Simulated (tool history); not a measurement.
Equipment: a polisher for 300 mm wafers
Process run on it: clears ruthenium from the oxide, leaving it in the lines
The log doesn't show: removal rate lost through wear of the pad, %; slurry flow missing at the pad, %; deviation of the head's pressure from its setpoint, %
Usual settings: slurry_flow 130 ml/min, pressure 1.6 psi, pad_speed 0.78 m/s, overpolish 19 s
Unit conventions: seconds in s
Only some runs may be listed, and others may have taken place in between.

run,day,slurry_flow,pressure,pad_speed,overpolish,wafers since the last listed run,wafers polished on this pad,hours since the slurry nozzle was cleaned,hours since the head pressure was calibrated,"incoming thickness of the incoming film, nm",seconds
1,0.000,130,1.3,0.78,19,0,1183,188.3,531.1,59.2,113.5
# day 0.971: head pressure recalibrated
# day 1.367: worn pad replaced by a new one
2,1.388,130,1.3,0.78,19,160,2,221.6,10.0,59.2,105.7
3,2.679,130,1.3,0.78,19,181,184,252.6,41.0,59.5,105.4
4,6.758,130,1.6,0.68,25,574,758,350.5,138.9,59.5,98.8
5,7.633,130,1.6,0.68,25,123,881,371.5,159.9,60.4,102.5
# day 10.279: worn pad replaced by a new one
6,10.546,130,1.6,0.68,25,386,37,441.4,229.8,60.2,95.2
7,11.379,130,1.6,0.78,19,117,154,461.4,249.8,60.1,84.6
8,11.967,130,1.6,0.78,19,82,237,475.5,263.9,59.7,83.7
9,13.292,130,1.6,0.78,19,186,423,507.3,295.7,60.2,85.5
10,14.696,130,1.9,0.50,29,197,621,541.0,329.4,59.3,104.4
11,18.762,130,1.2,0.78,19,572,1193,638.6,427.0,61.0,127.5
12,19.954,130,1.6,0.56,19,167,1361,667.2,455.6,59.7,127.4
# day 20.192: worn pad replaced by a new one
# day 20.367: head pressure recalibrated
# day 21.867: slurry nozzle cleaned
13,22.638,130,1.6,0.78,19,336,326,18.5,54.5,60.5,84.3
14,24.075,130,1.6,0.78,19,202,529,53.0,89.0,59.5,84.7
15,27.521,130,1.6,0.78,12,484,1014,135.7,171.7,58.7,89.6
16,28.338,130,2.0,0.78,25,114,1129,155.3,191.3,60.9,76.3
17,29.558,130,1.6,0.78,19,171,1300,184.6,220.6,59.3,96.9
# day 30.908: worn pad replaced by a new one
18,30.929,130,1.4,1.06,19,169,3,217.5,253.5,59.2,72.7

Take each entry between the runs: how does the hidden state at the last listed run before it differ from the hidden state at the first listed run after it?
After run 1, before run 2: head pressure recalibrated (day 0.971); worn pad replaced by a new one (day 1.367)
  removal rate lost through wear of the pad, %: 9.57 -> 2.63
  measured minus no-state result, seconds: +10.8 -> +2.8 s
After run 5, before run 6: worn pad replaced by a new one (day 10.279)
  removal rate lost through wear of the pad, %: 7.84 -> 0.834
  measured minus no-state result, seconds: +8.1 -> +0.8 s
After run 12, before run 13: worn pad replaced by a new one (day 20.192); head pressure recalibrated (day 20.367); slurry nozzle cleaned (day 21.867)
  removal rate lost through wear of the pad, %: 13.2 -> 1.43
  measured minus no-state result, seconds: +16.9 -> +1.2 s
After run 17, before run 18: worn pad replaced by a new one (day 30.908)
  removal rate lost through wear of the pad, %: 12.3 -> 0.992
  measured minus no-state result, seconds: +11.9 -> +0.7 s
